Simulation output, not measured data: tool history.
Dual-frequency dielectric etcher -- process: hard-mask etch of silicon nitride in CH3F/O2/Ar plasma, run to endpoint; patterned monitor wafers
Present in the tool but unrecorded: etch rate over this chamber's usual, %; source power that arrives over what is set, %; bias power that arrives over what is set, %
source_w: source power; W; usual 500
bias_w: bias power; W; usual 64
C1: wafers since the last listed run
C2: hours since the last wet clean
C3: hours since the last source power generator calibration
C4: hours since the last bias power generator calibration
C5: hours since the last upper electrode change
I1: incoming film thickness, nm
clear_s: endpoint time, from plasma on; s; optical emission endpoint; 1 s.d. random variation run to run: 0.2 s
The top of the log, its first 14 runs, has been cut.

{"run": 15, "hour": 166.0, "source_w": 500, "bias_w": 67, "C1": 3, "C2": 392.8, "C3": 2848.5, "C4": 4613.1, "C5": 0.8, "I1": 50.8, "clear_s": 66.1}
{"run": 16, "hour": 173.0, "source_w": 430, "bias_w": 52, "C1": 86, "C2": 399.8, "C3": 2855.5, "C4": 4620.1, "C5": 7.8, "I1": 51.4, "clear_s": 77.3}
{"run": 17, "hour": 179.9, "source_w": 440, "bias_w": 70, "C1": 85, "C2": 406.7, "C3": 2862.4, "C4": 4627, "C5": 14.7, "I1": 51.3, "clear_s": 70.1}
{"run": 18, "hour": 191.9, "source_w": 450, "bias_w": 80, "C1": 147, "C2": 418.7, "C3": 2874.4, "C4": 4639, "C5": 26.7, "I1": 51.6, "clear_s": 67.2}
{"run": 19, "hour": 209.5, "source_w": 460, "bias_w": 56, "C1": 216, "C2": 436.3, "C3": 2892, "C4": 4656.6, "C5": 44.3, "I1": 51.5, "clear_s": 73.5}
{"hour": 217.7, "done": "bias power generator calibrated"}
{"run": 20, "hour": 218.2, "source_w": 500, "bias_w": 59, "C1": 57, "C2": 445, "C3": 2900.7, "C4": 0.5, "C5": 53, "I1": 51.2, "clear_s": 68.7}
{"hour": 246.2, "done": "wet clean of the chamber"}
{"run": 21, "hour": 246.7, "source_w": 540, "bias_w": 72, "C1": 55, "C2": 0.5, "C3": 2929.2, "C4": 29, "C5": 81.5, "I1": 51.2, "clear_s": 61.7}
{"run": 22, "hour": 247.0, "source_w": 610, "bias_w": 52, "C1": 3, "C2": 0.8, "C3": 2929.5, "C4": 29.3, "C5": 81.8, "I1": 51.4, "clear_s": 63.4}
{"run": 23, "hour": 257.0, "source_w": 590, "bias_w": 74, "C1": 123, "C2": 10.8, "C3": 2939.5, "C4": 39.3, "C5": 91.8, "I1": 51.1, "clear_s": 58.3}
{"hour": 262.4, "done": "source power generator calibrated"}
{"run": 24, "hour": 268.3, "source_w": 380, "bias_w": 53, "C1": 89, "C2": 22.1, "C3": 5.9, "C4": 50.6, "C5": 103.1, "I1": 51.9, "clear_s": 81.6}
{"run": 25, "hour": 278.7, "source_w": 500, "bias_w": 64, "C1": 128, "C2": 32.5, "C3": 16.3, "C4": 61, "C5": 113.5, "I1": 50.8, "clear_s": 65.5}
{"run": 26, "hour": 284.8, "source_w": 500, "bias_w": 64, "C1": 75, "C2": 38.6, "C3": 22.4, "C4": 67.1, "C5": 119.6, "I1": 50.6, "clear_s": 65.7}
{"run": 27, "hour": 297.6, "source_w": 450, "bias_w": 80, "C1": 157, "C2": 51.4, "C3": 35.2, "C4": 79.9, "C5": 132.4, "I1": 51, "clear_s": 65.7}
{"run": 28, "hour": 313.2, "source_w": 610, "bias_w": 69, "C1": 192, "C2": 67, "C3": 50.8, "C4": 95.5, "C5": 148, "I1": 51, "clear_s": 58.6}
{"run": 29, "hour": 324.9, "source_w": 500, "bias_w": 64, "C1": 144, "C2": 78.7, "C3": 62.5, "C4": 107.2, "C5": 159.7, "I1": 51.1, "clear_s": 66}
{"run": 30, "hour": 338.1, "source_w": 550, "bias_w": 74, "C1": 162, "C2": 91.9, "C3": 75.7, "C4": 120.4, "C5": 172.9, "I1": 50.8, "clear_s": 60.4}
{"run": 31, "hour": 346.8, "source_w": 500, "bias_w": 64, "C1": 107, "C2": 100.6, "C3": 84.4, "C4": 129.1, "C5": 181.6, "I1": 51, "clear_s": 65.9}
{"run": 32, "hour": 360.8, "source_w": 580, "bias_w": 56, "C1": 172, "C2": 114.6, "C3": 98.4, "C4": 143.1, "C5": 195.6, "I1": 51.3, "clear_s": 64.1}
{"run": 33, "hour": 368.6, "source_w": 600, "bias_w": 64, "C1": 96, "C2": 122.4, "C3": 106.2, "C4": 150.9, "C5": 203.4, "I1": 50.9, "clear_s": 60.1}
{"run": 34, "hour": 382.9, "source_w": 430, "bias_w": 69, "C1": 176, "C2": 136.7, "C3": 120.5, "C4": 165.2, "C5": 217.7, "I1": 51.8, "clear_s": 71.2}

5 ways to go on from here, each from the tool as it stands after run 34. What would each give?
{"run": "A", "hour": 383.3, "source_w": 500, "bias_w": 64, "C1": 4, "C2": 137.1, "C3": 120.9, "C4": 165.6, "C5": 218.1, "I1": 51.8, "clear_s": "?"}
{"run": "B", "hour": 383.3, "source_w": 500, "bias_w": 49, "C1": 4, "C2": 137.1, "C3": 120.9, "C4": 165.6, "C5": 218.1, "I1": 51.8, "clear_s": "?"}
{"run": "C", "hour": 383.3, "source_w": 500, "bias_w": 72, "C1": 4, "C2": 137.1, "C3": 120.9, "C4": 165.6, "C5": 218.1, "I1": 51.8, "clear_s": "?"}
{"run": "D", "hour": 383.3, "source_w": 530, "bias_w": 64, "C1": 4, "C2": 137.1, "C3": 120.9, "C4": 165.6, "C5": 218.1, "I1": 51.8, "clear_s": "?"}
{"run": "E", "hour": 383.3, "source_w": 610, "bias_w": 76, "C1": 4, "C2": 137.1, "C3": 120.9, "C4": 165.6, "C5": 218.1, "I1": 51.8, "clear_s": "?"}

run=A clear_s=67.4
run=B clear_s=72.1
run=C clear_s=65.3
run=D clear_s=65.5
run=E clear_s=58.3
Without the tool's unlogged condition, the same runs would have read:
run=A clear_s=67
run=B clear_s=71.6
run=C clear_s=64.9
run=D clear_s=65.1
run=E clear_s=58
